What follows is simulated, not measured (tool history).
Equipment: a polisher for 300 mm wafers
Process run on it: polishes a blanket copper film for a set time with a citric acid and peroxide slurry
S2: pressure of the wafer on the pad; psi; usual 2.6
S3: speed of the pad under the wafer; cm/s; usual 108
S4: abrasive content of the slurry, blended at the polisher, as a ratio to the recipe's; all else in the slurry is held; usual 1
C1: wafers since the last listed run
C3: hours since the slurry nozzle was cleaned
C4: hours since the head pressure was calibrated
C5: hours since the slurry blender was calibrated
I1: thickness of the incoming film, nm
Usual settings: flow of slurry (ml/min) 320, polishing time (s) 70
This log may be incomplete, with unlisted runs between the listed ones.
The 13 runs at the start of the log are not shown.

At hour 340.7: worn pad replaced by a new one.
At hour 343.3: slurry nozzle cleaned.
Run 14, hour 361.1: usual settings; C1 322; wafers polished on this pad 227; C3 17.8; C4 201; C5 259.5; I1 949.8. Result: film removed (Å) 1245.
Run 15, hour 391.3: usual settings but flow of slurry (ml/min) 255, S3 136 cm/s, S4 1.25, polishing time (s) 60; C1 355; wafers polished on this pad 583; C3 48; C4 231.2; C5 289.7; I1 939.4. Result: film removed (Å) 1227.
Run 16, hour 412.6: usual settings; C1 250; wafers polished on this pad 834; C3 69.3; C4 252.5; C5 311; I1 925. Result: film removed (Å) 1228.
Run 17, hour 427.5: usual settings but S3 96 cm/s, S4 0.85, polishing time (s) 59; C1 175; wafers polished on this pad 1010; C3 84.2; C4 267.4; C5 325.9; I1 946.1. Result: film removed (Å) 934.
Run 18, hour 449.7: usual settings but S4 0.7, polishing time (s) 78; C1 261; wafers polished on this pad 1271; C3 106.4; C4 289.6; C5 348.1; I1 940.6. Result: film removed (Å) 1314.
Run 19, hour 484.1: usual settings but flow of slurry (ml/min) 395; C1 405; wafers polished on this pad 1676; C3 140.8; C4 324; C5 382.5; I1 938.4. Result: film removed (Å) 1233.
At hour 486.7: slurry blender recalibrated.
At hour 508.9: worn pad replaced by a new one.
Run 20, hour 518.9: usual settings; C1 339; wafers polished on this pad 117; C3 175.6; C4 358.8; C5 32.2; I1 941.7. Result: film removed (Å) 1219.
Run 21, hour 556.7: usual settings but S3 76 cm/s, S4 1.15; C1 445; wafers polished on this pad 563; C3 213.4; C4 396.6; C5 70; I1 934.4. Result: film removed (Å) 988.
At hour 569.9: head pressure recalibrated.
Run 22, hour 582.8: usual settings but S2 2 psi; C1 283; wafers polished on this pad 846; C3 239.5; C4 12.9; C5 96.1; I1 933. Result: film removed (Å) 978.
Run 23, hour 678.7: usual settings; C1 1129; wafers polished on this pad 1976; C3 335.4; C4 108.8; C5 192; I1 934.3. Result: film removed (Å) 1215.
At hour 704.2: worn pad replaced by a new one.
Run 24, hour 704.7: usual settings; C1 259; wafers polished on this pad 5; C3 361.4; C4 134.8; C5 218; I1 947.6. Result: film removed (Å) 1223.
Run 25, hour 716.9: usual settings but S2 3 psi, S4 0.7, polishing time (s) 47; C1 143; wafers polished on this pad 149; C3 373.6; C4 147; C5 230.2; I1 945.4. Result: film removed (Å) 897.
Run 26, hour 744: usual settings but S4 1.25, polishing time (s) 91; C1 319; wafers polished on this pad 468; C3 400.7; C4 174.1; C5 257.3; I1 951.2. Result: film removed (Å) 1607.
Run 27, hour 765.2: usual settings but flow of slurry (ml/min) 275; C1 249; wafers polished on this pad 717; C3 421.9; C4 195.3; C5 278.5; I1 949.8. Result: film removed (Å) 1187.
Run 28, hour 780.2: usual settings; C1 176; wafers polished on this pad 894; C3 436.9; C4 210.3; C5 293.5; I1 939.7. Result: film removed (Å) 1221.
Run 29, hour 804.3: usual settings but S3 74 cm/s, polishing time (s) 92; C1 283; wafers polished on this pad 1178; C3 461; C4 234.4; C5 317.6; I1 940.7. Result: film removed (Å) 1268.
Run 30, hour 828.6: usual settings but S2 2.9 psi, S3 96 cm/s, polishing time (s) 92; C1 286; wafers polished on this pad 1464; C3 485.3; C4 258.7; C5 341.9; I1 935.5. Result: film removed (Å) 1634.
Run 31, hour 856.5: usual settings but S3 130 cm/s; C1 328; wafers polished on this pad 1793; C3 513.2; C4 286.6; C5 369.8; I1 949. Result: film removed (Å) 1384.

3 options for the next run, each taken on its own from the tool as it stands now. Forecast them:
Run A, hour 856.9: usual settings but flow of slurry (ml/min) 290; C1 4; wafers polished on this pad 1797; C3 513.6; C4 287; C5 370.2; I1 947.1. Result: film removed (Å) ?.
Run B, hour 856.9: usual settings but flow of slurry (ml/min) 270, S2 3.5 psi, S3 120 cm/s, polishing time (s) 52; C1 4; wafers polished on this pad 1797; C3 513.6; C4 287; C5 370.2; I1 947.1. Result: film removed (Å) ?.
Run C, hour 856.9: usual settings but S2 2.3 psi, S4 0.8, polishing time (s) 61; C1 4; wafers polished on this pad 1797; C3 513.6; C4 287; C5 370.2; I1 947.1. Result: film removed (Å) ?.

run  film removed (Å)
  A              1214
  B              1245
  C               942
What these runs would have given with no unlogged condition in the tool:
run  film removed (Å)
  A              1214
  B              1245
  C               942
